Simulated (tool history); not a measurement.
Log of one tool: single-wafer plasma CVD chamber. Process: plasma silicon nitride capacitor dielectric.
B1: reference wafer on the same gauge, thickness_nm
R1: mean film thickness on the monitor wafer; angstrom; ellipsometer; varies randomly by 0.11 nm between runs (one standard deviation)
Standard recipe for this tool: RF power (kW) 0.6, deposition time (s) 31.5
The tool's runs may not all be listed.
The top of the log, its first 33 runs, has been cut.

{"run": 34, "hour": 2254.6, "RF power (kW)": 0.6, "deposition time (s)": 37.7, "B1": 55.662, "R1": 658.59}
{"run": 35, "hour": 2359.3, "RF power (kW)": 0.6, "deposition time (s)": 35.5, "B1": 55.695, "R1": 621.74}
{"run": 36, "hour": 2413.6, "RF power (kW)": 0.6, "deposition time (s)": 31.5, "B1": 55.636, "R1": 549.06}
{"run": 37, "hour": 2454.4, "RF power (kW)": 0.6, "deposition time (s)": 28.2, "B1": 55.705, "R1": 492.81}
{"run": 38, "hour": 2497.3, "RF power (kW)": 0.6, "deposition time (s)": 31.5, "B1": 55.778, "R1": 551.47}
{"run": 39, "hour": 2597.4, "RF power (kW)": 0.6, "deposition time (s)": 37.8, "B1": 55.697, "R1": 657.78}
{"run": 40, "hour": 2661.5, "RF power (kW)": 0.655, "deposition time (s)": 28.9, "B1": 55.732, "R1": 518.48}
{"run": 41, "hour": 2747.0, "RF power (kW)": 0.57, "deposition time (s)": 27, "B1": 55.684, "R1": 461.27}
{"run": 42, "hour": 2822.3, "RF power (kW)": 0.6, "deposition time (s)": 34.1, "B1": 55.654, "R1": 592.69}
{"run": 43, "hour": 2868.7, "RF power (kW)": 0.525, "deposition time (s)": 37.2, "B1": 55.721, "R1": 619.45}
{"run": 44, "hour": 2971.9, "RF power (kW)": 0.54, "deposition time (s)": 33.2, "B1": 55.676, "R1": 558.73}

4 options for the next run, each taken on its own from the tool as it stands now. Forecast them:
{"run": "A", "hour": 2972.3, "RF power (kW)": 0.565, "deposition time (s)": 31.5, "B1": "?", "R1": "?"}
{"run": "B", "hour": 2972.3, "RF power (kW)": 0.48, "deposition time (s)": 29.2, "B1": "?", "R1": "?"}
{"run": "C", "hour": 2972.3, "RF power (kW)": 0.6, "deposition time (s)": 29.1, "B1": "?", "R1": "?"}
{"run": "D", "hour": 2972.3, "RF power (kW)": 0.515, "deposition time (s)": 29.5, "B1": "?", "R1": "?"}

run=A B1=55.743 R1=536.17
run=B B1=55.743 R1=469.72
run=C B1=55.743 R1=505.57
run=D B1=55.743 R1=486.34
What these runs would have given with no unlogged condition in the tool:
run=A R1=538.06
run=B R1=471.37
run=C R1=507.35
run=D R1=488.06
